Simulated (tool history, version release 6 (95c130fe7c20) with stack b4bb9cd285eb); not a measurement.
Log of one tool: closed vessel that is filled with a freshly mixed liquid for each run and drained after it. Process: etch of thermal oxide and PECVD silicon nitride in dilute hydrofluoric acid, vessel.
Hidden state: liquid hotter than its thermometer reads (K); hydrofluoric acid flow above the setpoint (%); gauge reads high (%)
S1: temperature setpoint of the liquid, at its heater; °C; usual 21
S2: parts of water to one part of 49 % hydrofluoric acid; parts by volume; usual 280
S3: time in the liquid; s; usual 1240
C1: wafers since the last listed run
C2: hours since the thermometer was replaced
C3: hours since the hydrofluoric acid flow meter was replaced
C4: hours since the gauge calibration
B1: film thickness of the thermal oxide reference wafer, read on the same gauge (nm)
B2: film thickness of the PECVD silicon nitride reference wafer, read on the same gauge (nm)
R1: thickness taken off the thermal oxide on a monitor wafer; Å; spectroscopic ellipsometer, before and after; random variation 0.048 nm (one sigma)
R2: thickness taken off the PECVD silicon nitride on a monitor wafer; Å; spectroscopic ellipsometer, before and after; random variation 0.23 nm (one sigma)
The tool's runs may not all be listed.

run	hour	S1	S2	S3	C1	C2	C3	C4	B1	B2	R1	R2
1	0	21	280	1600	0	1290.2	1816.7	23.7	80.03	40	212.8	370
2	14.6	21	280	1600	584	1304.8	1831.3	38.3	79.98	40	213.5	375.8
3	28.9	21	280	1600	572	1319.1	1845.6	52.6	80.03	40.02	213.6	370.5
4	43.8	21	280	1240	596	1334	1860.5	67.5	79.99	39.98	165.2	289.2
5	56.4	21	185	1240	504	1346.6	1873.1	80.1	79.97	39.95	277.5	435
6	66	21	185	1240	384	1356.2	1882.7	89.7	80	40.03	276.6	434.9
# hour 71.3: gauge calibrated
7	81.5	21	185	1240	620	1371.7	1898.2	10.2	79.99	40	276.9	427.1
8	97.7	21	280	1240	648	1387.9	1914.4	26.4	79.98	40	164.8	289.7
9	113.7	17.5	340	1240	640	1403.9	1930.4	42.4	79.99	40	114.8	191.8
10	121.7	18.5	315	830	320	1411.9	1938.4	50.4	80.06	40.01	87.2	148.1
# hour 128.7: hydrofluoric acid flow meter replaced
11	132	21	280	1240	372	1422.2	3.3	60.7	79.99	40	167.1	290.6
12	142	18.5	315	830	400	1432.2	13.3	70.7	79.97	39.99	88	147.8
13	151.9	18.5	325	1240	396	1442.1	23.2	80.6	79.97	40.02	125.2	217.6
# hour 160.5: thermometer replaced
14	164.5	17	390	930	464	4	35.8	93.2	80.01	40	64.4	105.5
# hour 175.3: gauge calibrated
15	180.6	21	175	1240	644	20.1	51.9	5.3	80.01	39.99	269.5	399.8
16	198.2	17.5	330	1240	704	37.7	69.5	22.9	80.03	39.99	109.2	171.6
17	208.5	23.5	360	1240	412	48	79.8	33.2	80	40.01	120.3	228.9

How the hidden state differs across the entries between the runs, from the last listed run before each to the first after it:
Between runs 6 and 7: gauge calibrated (hour 71.3)
  liquid hotter than its thermometer reads (K): 2.55 -> 2.58
  measured less the result without the state, R1: +25.5 -> +25.8 Å; R2: +66.1 -> +65.6 Å
Between runs 10 and 11: hydrofluoric acid flow meter replaced (hour 128.7)
  liquid hotter than its thermometer reads (K): 2.65 -> 2.67
  measured less the result without the state, R1: +8 -> +15.2 Å; R2: +22.9 -> +44.6 Å
Between runs 13 and 14: thermometer replaced (hour 160.5)
  liquid hotter than its thermometer reads (K): 2.7 -> 0.105
  measured less the result without the state, R1: +11.6 -> +0.2 Å; R2: +34.1 -> +0.7 Å
Between runs 14 and 15: gauge calibrated (hour 175.3)
  liquid hotter than its thermometer reads (K): 0.105 -> 0.133
  measured less the result without the state, R1: +0.2 -> +1.3 Å; R2: +0.7 -> +3.4 Å
